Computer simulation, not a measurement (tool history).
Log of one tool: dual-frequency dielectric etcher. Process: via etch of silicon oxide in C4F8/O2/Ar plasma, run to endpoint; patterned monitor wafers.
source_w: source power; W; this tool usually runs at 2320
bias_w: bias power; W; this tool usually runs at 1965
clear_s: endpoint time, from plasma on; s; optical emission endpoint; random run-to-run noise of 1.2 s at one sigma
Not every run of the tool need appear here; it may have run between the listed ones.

run     day  source_w  bias_w  wafers since the last listed run  hours since the last wet clean  hours since the last source power generator calibration  hours since the last bias power generator calibration  hours since the last upper electrode change  incoming incoming film thickness, nm  clear_s
  1       0      2320    1965                                 0                           268.8                                                   2523.9                                                  768.3                                       4783.6                                1560.1    279.3
  2     1.2      2320    1965                               226                           297.6                                                   2552.7                                                  797.1                                       4812.4                                1570.1    283.5
      3.458  -- wet clean of the chamber
  3   3.479      2320    1965                               241                             0.5                                                   2607.4                                                  851.8                                       4867.1                                1564.3    269.3
  4  10.779      1920    2296                              1380                           175.7                                                   2782.6                                                   1027                                       5042.3                                1551.4    274.1
  5  12.975      2460    1965                               415                           228.4                                                   2835.3                                                 1079.7                                         5095                                1546.1    269.3
  6  14.512      2320    1965                               290                           265.3                                                   2872.2                                                 1116.6                                       5131.9                                1521.5    268.8
  7   16.65      2320    1965                               404                           316.6                                                   2923.5                                                 1167.9                                       5183.2                                  1552    277.6
     18.867  -- wet clean of the chamber
  8  18.925      2320    1748                               241                             1.4                                                   2978.1                                                 1222.5                                       5237.8                                1541.8    275.9
  9  20.325      2320    1748                               264                              35                                                   3011.7                                                 1256.1                                       5271.4                                1532.5    275.4
     20.638  -- source power generator calibrated
     22.046  -- upper electrode replaced
 10  22.067      2320    1748                               108                            76.8                                                     34.3                                                 1297.9                                          0.5                                1547.2    279.7
 11    23.7      2730    1598                               308                             116                                                     73.5                                                 1337.1                                         39.7                                1542.3    273.7
 12  26.208      2620    2155                               474                           176.2                                                    133.7                                                 1397.3                                         99.9                                  1534    253.3
 13  27.762      2670    2160                               293                           213.5                                                      171                                                 1434.6                                        137.2                                1564.2    257.7
 14  28.992      1860    2222                               232                             243                                                    200.5                                                 1464.1                                        166.7                                1545.1    276.2
 15  30.238      2710    2420                               235                           272.9                                                    230.4                                                   1494                                        196.6                                1554.1    248.5
 16  32.604      2320    1965                               447                           329.7                                                    287.2                                                 1550.8                                        253.4                                1556.6    280.8
 17  34.129      2090    1691                               288                           366.3                                                    323.8                                                 1587.4                                          290                                1550.2      300
     34.746  -- bias power generator calibrated
     35.721  -- wet clean of the chamber
 18  36.267      2320    2216                               187                            13.1                                                    375.1                                                   36.5                                        341.3                                1563.4    262.4
 19  38.558      2170    2174                               433                            68.1                                                    430.1                                                   91.5                                        396.3                                1544.9    266.8
 20  39.812      2030    1652                               237                            98.2                                                    460.2                                                  121.6                                        426.4                                1570.1    303.1
 21  41.621      1910    1654                               341                           141.6                                                    503.6                                                    165                                        469.8                                  1556    304.6
 22  43.104      2320    1639                               280                           177.2                                                    539.2                                                  200.6                                        505.4                                1542.6    290.3
 23  45.146      2320    1965                               386                           226.2                                                    588.2                                                  249.6                                        554.4                                1528.9      274

Branching from run 23: 5 alternative next runs. What would each branch give?
  A  45.167      2320    1965                                 3                           226.7                                                    588.7                                                  250.1                                        554.9                                1548.1        ?
  B  45.167      1870    2149                                 3                           226.7                                                    588.7                                                  250.1                                        554.9                                1548.1        ?
  C  45.167      2830    2171                                 3                           226.7                                                    588.7                                                  250.1                                        554.9                                1548.1        ?
  D  45.167      2030    1584                                 3                           226.7                                                    588.7                                                  250.1                                        554.9                                1548.1        ?
  E  45.167      1800    1814                                 3                           226.7                                                    588.7                                                  250.1                                        554.9                                1548.1        ?

run  clear_s
  A    275.3
  B    282.8
  C    252.1
  D    305.9
  E    301.9
Without the tool's hidden state the same runs would have given:
run  clear_s
  A    267.1
  B    274.4
  C    244.6
  D    296.9
  E      293
